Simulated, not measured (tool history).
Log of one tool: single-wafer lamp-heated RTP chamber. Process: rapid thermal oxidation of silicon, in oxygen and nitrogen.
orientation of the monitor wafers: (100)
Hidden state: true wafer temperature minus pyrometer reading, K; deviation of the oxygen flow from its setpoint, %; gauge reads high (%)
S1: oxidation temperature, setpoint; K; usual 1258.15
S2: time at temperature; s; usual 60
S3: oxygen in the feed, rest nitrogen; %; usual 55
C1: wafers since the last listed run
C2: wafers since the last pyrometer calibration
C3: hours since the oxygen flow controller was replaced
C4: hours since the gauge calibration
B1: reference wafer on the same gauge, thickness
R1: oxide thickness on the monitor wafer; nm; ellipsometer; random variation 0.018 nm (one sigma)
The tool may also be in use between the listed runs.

run 1 hour=0 | S1=1258.15 S2=60 S3=33 | C1=0 C2=4486 C3=5712.3 C4=83.8 | B1=4.137 | R1=4.22
run 2 hour=9.9 | S1=1258.15 S2=60 S3=33 | C1=75 C2=4561 C3=5722.2 C4=93.7 | B1=4.141 | R1=4.207
run 3 hour=18.5 | S1=1258.15 S2=60 S3=33 | C1=65 C2=4627 C3=5730.8 C4=102.3 | B1=4.14 | R1=4.207
run 4 hour=28.2 | S1=1258.15 S2=60 S3=55 | C1=74 C2=4701 C3=5740.5 C4=112 | B1=4.139 | R1=4.933
run 5 hour=41.9 | S1=1258.15 S2=60 S3=63 | C1=104 C2=4805 C3=5754.2 C4=125.7 | B1=4.139 | R1=5.222
run 6 hour=55.8 | S1=1258.15 S2=60 S3=63 | C1=106 C2=4911 C3=5768.1 C4=139.6 | B1=4.14 | R1=5.196
run 7 hour=62.6 | S1=1258.15 S2=60 S3=55 | C1=51 C2=4963 C3=5774.9 C4=146.4 | B1=4.145 | R1=4.939
-- hour=76.8 oxygen flow controller replaced
run 8 hour=77.3 | S1=1258.15 S2=60 S3=55 | C1=51 C2=5014 C3=0.5 C4=161.1 | B1=4.143 | R1=4.971
run 9 hour=88.7 | S1=1258.15 S2=60 S3=44 | C1=87 C2=5101 C3=11.9 C4=172.5 | B1=4.14 | R1=4.636
run 10 hour=98.2 | S1=1258.15 S2=60 S3=44 | C1=72 C2=5174 C3=21.4 C4=182 | B1=4.141 | R1=4.638
run 11 hour=107.9 | S1=1258.15 S2=60 S3=55 | C1=74 C2=5248 C3=31.1 C4=191.7 | B1=4.142 | R1=5.009
run 12 hour=123.8 | S1=1273.15 S2=72 S3=81 | C1=121 C2=5369 C3=47 C4=207.6 | B1=4.144 | R1=6.832
run 13 hour=132.5 | S1=1275.15 S2=89 S3=67 | C1=66 C2=5436 C3=55.7 C4=216.3 | B1=4.14 | R1=7.164
-- hour=143.8 gauge calibrated
run 14 hour=147.9 | S1=1235.15 S2=40 S3=75 | C1=117 C2=5553 C3=71.1 C4=4.1 | B1=4.14 | R1=3.998
run 15 hour=162.8 | S1=1273.15 S2=42 S3=43 | C1=113 C2=5667 C3=86 C4=19 | B1=4.138 | R1=4.448
-- hour=172.1 pyrometer window cleaned and pyrometer calibrated
run 16 hour=179.1 | S1=1243.15 S2=69 S3=30 | C1=63 C2=53 C3=102.3 C4=35.3 | B1=4.134 | R1=3.711
run 17 hour=195.7 | S1=1258.15 S2=60 S3=44 | C1=126 C2=179 C3=118.9 C4=51.9 | B1=4.139 | R1=4.309
run 18 hour=204.5 | S1=1258.15 S2=89 S3=35 | C1=67 C2=246 C3=127.7 C4=60.7 | B1=4.139 | R1=4.744
run 19 hour=218.5 | S1=1277.15 S2=40 S3=55 | C1=106 C2=353 C3=141.7 C4=74.7 | B1=4.146 | R1=4.465
run 20 hour=227.7 | S1=1274.15 S2=33 S3=66 | C1=70 C2=424 C3=150.9 C4=83.9 | B1=4.135 | R1=4.314

Forecast each of these 5 alternatives for the next run:
run A hour=228.2 | S1=1258.15 S2=60 S3=55 | C1=3 C2=427 C3=151.4 C4=84.4 | B1=? | R1=?
run B hour=228.2 | S1=1233.15 S2=60 S3=65 | C1=3 C2=427 C3=151.4 C4=84.4 | B1=? | R1=?
run C hour=228.2 | S1=1249.15 S2=60 S3=40 | C1=3 C2=427 C3=151.4 C4=84.4 | B1=? | R1=?
run D hour=228.2 | S1=1232.15 S2=60 S3=31 | C1=3 C2=427 C3=151.4 C4=84.4 | B1=? | R1=?
run E hour=228.2 | S1=1234.15 S2=79 S3=80 | C1=3 C2=427 C3=151.4 C4=84.4 | B1=? | R1=?

run=A B1=4.141 R1=4.637
run=B B1=4.141 R1=4.119
run=C B1=4.141 R1=3.967
run=D B1=4.141 R1=3.369
run=E B1=4.141 R1=4.951
Without the tool's hidden state the same runs would have given:
run=A R1=4.591
run=B R1=4.08
run=C R1=3.932
run=D R1=3.344
run=E R1=4.899
